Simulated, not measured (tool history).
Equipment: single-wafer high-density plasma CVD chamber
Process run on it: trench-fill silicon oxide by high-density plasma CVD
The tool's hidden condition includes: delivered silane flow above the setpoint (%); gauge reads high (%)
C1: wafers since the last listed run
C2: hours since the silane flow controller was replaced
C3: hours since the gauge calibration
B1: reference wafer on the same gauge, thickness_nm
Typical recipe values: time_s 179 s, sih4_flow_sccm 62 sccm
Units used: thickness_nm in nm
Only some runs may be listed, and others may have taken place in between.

Run 1, hour 0: usual settings; C1 0; C2 2295.2; C3 172.9; B1 929.626. Result: thickness_nm 962.706 nm.
Run 2, hour 14.2: usual settings; C1 101; C2 2309.4; C3 187.1; B1 930.19. Result: thickness_nm 961.297 nm.
Run 3, hour 21.7: usual settings but time_s 161 s; C1 53; C2 2316.9; C3 194.6; B1 929.769. Result: thickness_nm 866.856 nm.
Run 4, hour 34.4: usual settings but time_s 161 s; C1 90; C2 2329.6; C3 207.3; B1 930.382. Result: thickness_nm 864.942 nm.
At hour 34.4: gauge calibrated.
Run 5, hour 40.8: usual settings; C1 45; C2 2336; C3 6.4; B1 930.168. Result: thickness_nm 961.44 nm.
Run 6, hour 50: usual settings; C1 65; C2 2345.2; C3 15.6; B1 930.19. Result: thickness_nm 960.865 nm.
Run 7, hour 65: usual settings; C1 106; C2 2360.2; C3 30.6; B1 930.01. Result: thickness_nm 960.967 nm.
Run 8, hour 71.1: usual settings; C1 43; C2 2366.3; C3 36.7; B1 930.17. Result: thickness_nm 962.908 nm.
Run 9, hour 78: usual settings; C1 49; C2 2373.2; C3 43.6; B1 929.717. Result: thickness_nm 959.287 nm.
Run 10, hour 84: usual settings but sih4_flow_sccm 66 sccm; C1 42; C2 2379.2; C3 49.6; B1 930.06. Result: thickness_nm 1015.823 nm.
At hour 105.8: silane flow controller replaced.
Run 11, hour 106.3: usual settings but sih4_flow_sccm 66 sccm; C1 101; C2 0.5; C3 71.9; B1 930.272. Result: thickness_nm 986.31 nm.
Run 12, hour 115.1: usual settings; C1 62; C2 9.3; C3 80.7; B1 929.567. Result: thickness_nm 927.952 nm.
Run 13, hour 128.6: usual settings but time_s 198 s; C1 96; C2 22.8; C3 94.2; B1 930.39. Result: thickness_nm 1028.665 nm.
Run 14, hour 140: usual settings; C1 81; C2 34.2; C3 105.6; B1 930.222. Result: thickness_nm 928.788 nm.
Run 15, hour 150.6: usual settings but time_s 195 s; C1 75; C2 44.8; C3 116.2; B1 929.814. Result: thickness_nm 1013.034 nm.
Run 16, hour 167: usual settings; C1 116; C2 61.2; C3 132.6; B1 930.143. Result: thickness_nm 929.812 nm.
At hour 179.5: silane flow controller replaced, repeated, since the last time left the tool worse.
Run 17, hour 180: usual settings but time_s 201 s, sih4_flow_sccm 51 sccm; C1 35; C2 0.5; C3 145.6; B1 930.001. Result: thickness_nm 944.326 nm.
Run 18, hour 191.1: usual settings but time_s 199 s, sih4_flow_sccm 50 sccm; C1 79; C2 11.6; C3 156.7; B1 929.587. Result: thickness_nm 917.562 nm.
Run 19, hour 205: usual settings but time_s 212 s; C1 99; C2 25.5; C3 170.6; B1 930.39. Result: thickness_nm 1194.984 nm.
At hour 206.6: gauge calibrated.
Run 20, hour 217.5: usual settings but time_s 164 s, sih4_flow_sccm 57 sccm; C1 89; C2 38; C3 10.9; B1 930.181. Result: thickness_nm 855.498 nm.
Run 21, hour 248.7: usual settings but time_s 162 s, sih4_flow_sccm 69 sccm; C1 222; C2 69.2; C3 42.1; B1 929.821. Result: thickness_nm 1010.327 nm.
Run 22, hour 257.8: usual settings but time_s 148 s, sih4_flow_sccm 70 sccm; C1 64; C2 78.3; C3 51.2; B1 930.101. Result: thickness_nm 931.94 nm.
Run 23, hour 271.2: usual settings; C1 95; C2 91.7; C3 64.6; B1 929.97. Result: thickness_nm 1006.621 nm.
Run 24, hour 280.3: usual settings; C1 64; C2 100.8; C3 73.7; B1 929.722. Result: thickness_nm 1008.309 nm.
Run 25, hour 286.5: usual settings but time_s 209 s, sih4_flow_sccm 67 sccm; C1 44; C2 107; C3 79.9; B1 930.314. Result: thickness_nm 1266.419 nm.
Run 26, hour 302.3: usual settings; C1 112; C2 122.8; C3 95.7; B1 929.97. Result: thickness_nm 1006.212 nm.

Consider 4 possible next runs. They are alternatives, not a sequence: every one starts from the tool as it was left by run 26. What does each give?
Run A, hour 302.7: usual settings; C1 2; C2 123.2; C3 96.1; B1 ?. Result: thickness_nm ?.
Run B, hour 302.7: usual settings but time_s 156 s, sih4_flow_sccm 51 sccm; C1 2; C2 123.2; C3 96.1; B1 ?. Result: thickness_nm ?.
Run C, hour 302.7: usual settings but time_s 168 s, sih4_flow_sccm 69 sccm; C1 2; C2 123.2; C3 96.1; B1 ?. Result: thickness_nm ?.
Run D, hour 302.7: usual settings but time_s 191 s, sih4_flow_sccm 69 sccm; C1 2; C2 123.2; C3 96.1; B1 ?. Result: thickness_nm ?.

run       B1  thickness_nm
  A  930.037       1007.01
  B  930.037       731.697
  C  930.037      1045.128
  D  930.037      1188.211
What these runs would have given with no unlogged condition in the tool:
run  thickness_nm
  A      1001.387
  B       727.612
  C      1039.293
  D      1181.577
